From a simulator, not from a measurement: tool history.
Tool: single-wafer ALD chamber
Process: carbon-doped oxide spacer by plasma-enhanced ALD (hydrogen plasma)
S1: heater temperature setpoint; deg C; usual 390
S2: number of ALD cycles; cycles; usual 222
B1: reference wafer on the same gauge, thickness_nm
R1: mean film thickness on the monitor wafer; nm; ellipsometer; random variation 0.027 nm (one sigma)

run 1 hour=0 | S1=390 S2=222 | B1=9.733 | R1=10.827
run 2 hour=16.9 | S1=390 S2=222 | B1=9.741 | R1=10.82
run 3 hour=32.5 | S1=390 S2=222 | B1=9.748 | R1=10.859
run 4 hour=49.3 | S1=398 S2=211 | B1=9.746 | R1=10.294
run 5 hour=65.2 | S1=390 S2=222 | B1=9.757 | R1=10.849
run 6 hour=73.5 | S1=390 S2=222 | B1=9.76 | R1=10.866
run 7 hour=82.7 | S1=390 S2=222 | B1=9.76 | R1=10.86
run 8 hour=89.1 | S1=390 S2=191 | B1=9.763 | R1=9.324
-- hour=103.6 gauge calibrated
run 9 hour=104.8 | S1=390 S2=191 | B1=9.715 | R1=9.283
run 10 hour=114.4 | S1=390 S2=244 | B1=9.717 | R1=11.906
-- hour=137.5 thermocouple changed; heater temperature recalibrated
run 11 hour=138 | S1=379 S2=196 | B1=9.719 | R1=9.574
run 12 hour=140.3 | S1=390 S2=192 | B1=9.724 | R1=9.325
run 13 hour=154.8 | S1=390 S2=222 | B1=9.729 | R1=10.811
run 14 hour=163.5 | S1=385 S2=196 | B1=9.732 | R1=9.538
run 15 hour=180.1 | S1=385 S2=199 | B1=9.748 | R1=9.675
run 16 hour=206.9 | S1=390 S2=222 | B1=9.744 | R1=10.898
run 17 hour=236.1 | S1=383 S2=205 | B1=9.766 | R1=10.034
run 18 hour=244 | S1=390 S2=222 | B1=9.771 | R1=10.899
run 19 hour=259.2 | S1=382 S2=193 | B1=9.772 | R1=9.418
run 20 hour=268.2 | S1=399 S2=242 | B1=9.776 | R1=11.882
run 21 hour=277.1 | S1=376 S2=252 | B1=9.775 | R1=12.301
run 22 hour=292.3 | S1=383 S2=206 | B1=9.775 | R1=10.125
run 23 hour=308.6 | S1=398 S2=260 | B1=9.787 | R1=12.707
run 24 hour=322.4 | S1=390 S2=196 | B1=9.792 | R1=9.594
run 25 hour=331 | S1=381 S2=208 | B1=9.795 | R1=10.226

Forecast each of these 3 alternatives for the next run:
run A hour=331.7 | S1=390 S2=222 | B1=? | R1=?
run B hour=331.7 | S1=396 S2=195 | B1=? | R1=?
run C hour=331.7 | S1=390 S2=239 | B1=? | R1=?

run=A B1=9.803 R1=10.954
run=B B1=9.803 R1=9.622
run=C B1=9.803 R1=11.793
Without the tool's hidden state the same runs would have given:
run=A R1=10.844
run=B R1=9.525
run=C R1=11.675
